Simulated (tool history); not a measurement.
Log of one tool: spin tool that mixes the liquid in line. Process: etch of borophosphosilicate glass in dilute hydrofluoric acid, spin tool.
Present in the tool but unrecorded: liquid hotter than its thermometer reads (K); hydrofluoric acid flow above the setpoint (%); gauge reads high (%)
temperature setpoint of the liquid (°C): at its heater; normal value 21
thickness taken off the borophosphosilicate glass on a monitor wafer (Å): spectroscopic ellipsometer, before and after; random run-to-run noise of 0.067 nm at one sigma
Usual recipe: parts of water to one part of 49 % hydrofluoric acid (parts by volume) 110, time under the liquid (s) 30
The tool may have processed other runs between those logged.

run,day,temperature setpoint of the liquid (°C),parts of water to one part of 49 % hydrofluoric acid (parts by volume),time under the liquid (s),wafers since the last listed run,hours since the thermometer was replaced,hours since the hydrofluoric acid flow meter was replaced,hours since the gauge calibration,"read-back film thickness of the borophosphosilicate glass reference wafer, read on the same gauge (nm)",thickness taken off the borophosphosilicate glass on a monitor wafer (Å)
1,0,20,110,30,0,376.1,722.7,405.1,110.02,104.2
2,1.529,21,110,30,494,412.8,759.4,441.8,110,108.4
3,2.171,21,110,30,207,428.2,774.8,457.2,110,108.2
4,3.033,21,110,30,278,448.9,795.5,477.9,109.98,108.8
5,3.712,18,110,30,219,465.2,811.8,494.2,110.03,97.1
6,4.621,18,110,30,293,487,833.6,516,110.02,95.8
7,5.35,18,110,30,235,504.5,851.1,533.5,110.02,96.5
8,8.392,21,110,30,983,577.5,924.1,606.5,110.05,108.4
9,9.746,23.5,110,30,437,610,956.6,639,109.98,121.2
10,10.296,23.5,110,30,177,623.2,969.8,652.2,110.01,120.6
11,11.683,23.5,110,30,448,656.5,1003.1,685.5,110.01,121.8
# day 12.462: hydrofluoric acid flow meter replaced
12,12.8,21,125,30,347,683.3,8.1,712.3,110.01,89
13,14.292,21,125,30,482,719.1,43.9,748.1,110.02,90.5
14,15.479,21,70,30,384,747.6,72.4,776.6,110.01,170.6
15,16.262,21,110,30,253,766.4,91.2,795.4,110.05,104.8
16,17.492,21,110,30,397,795.9,120.7,824.9,110.01,105
17,18.867,21,110,30,444,828.9,153.7,857.9,110.05,104.7
18,19.371,19.5,110,30,163,841,165.8,870,109.97,97.4
19,20.379,23,125,30,326,865.2,190,894.2,110.04,96.8
20,21.658,25.5,110,30,413,895.9,220.7,924.9,110.02,125.1
21,22.862,21,110,30,389,924.8,249.6,953.8,110.04,104.1
22,23.521,21,110,30,212,940.6,265.4,969.6,109.98,106.2
23,24.933,21,55,40,456,974.5,299.3,1003.5,109.97,298.4
24,25.554,21,110,30,200,989.4,314.2,1018.4,109.96,105.3
# day 25.758: gauge calibrated
# day 26.079: thermometer replaced
25,26.475,21,130,30,284,9.5,336.3,17.2,110.04,88
26,27.117,21,110,40,207,24.9,351.7,32.6,110.03,140.7
27,27.842,21,75,30,234,42.3,369.1,50,109.96,161.3
28,28.6,23,140,45,245,60.5,387.3,68.2,110.01,129.7
29,29.496,21,110,30,289,82,408.8,89.7,109.97,104.8
30,30.225,21,145,30,235,99.5,426.3,107.2,110.01,77.3
31,30.733,21,95,25,164,111.7,438.5,119.4,109.99,103.2
32,34.542,21,110,20,1231,203.1,529.9,210.8,110.02,70.2
33,35.238,25.5,70,30,225,219.8,546.6,227.5,110,208

Each row is a separate what-if for the run after 33, all from the same tool condition, not one after another. Results?
A,35.254,21,110,35,5,220.2,547,227.9,?,?
B,35.254,17.5,110,25,5,220.2,547,227.9,?,?
C,35.254,22.5,160,30,5,220.2,547,227.9,?,?

run,"read-back film thickness of the borophosphosilicate glass reference wafer, read on the same gauge (nm)",thickness taken off the borophosphosilicate glass on a monitor wafer (Å)
A,110.04,124.6
B,110.04,77.1
C,110.04,73.8
With the hidden condition removed and each run's random variation left untouched, the same runs would have given:
run,thickness taken off the borophosphosilicate glass on a monitor wafer (Å)
A,120.9
B,74.8
C,71.5
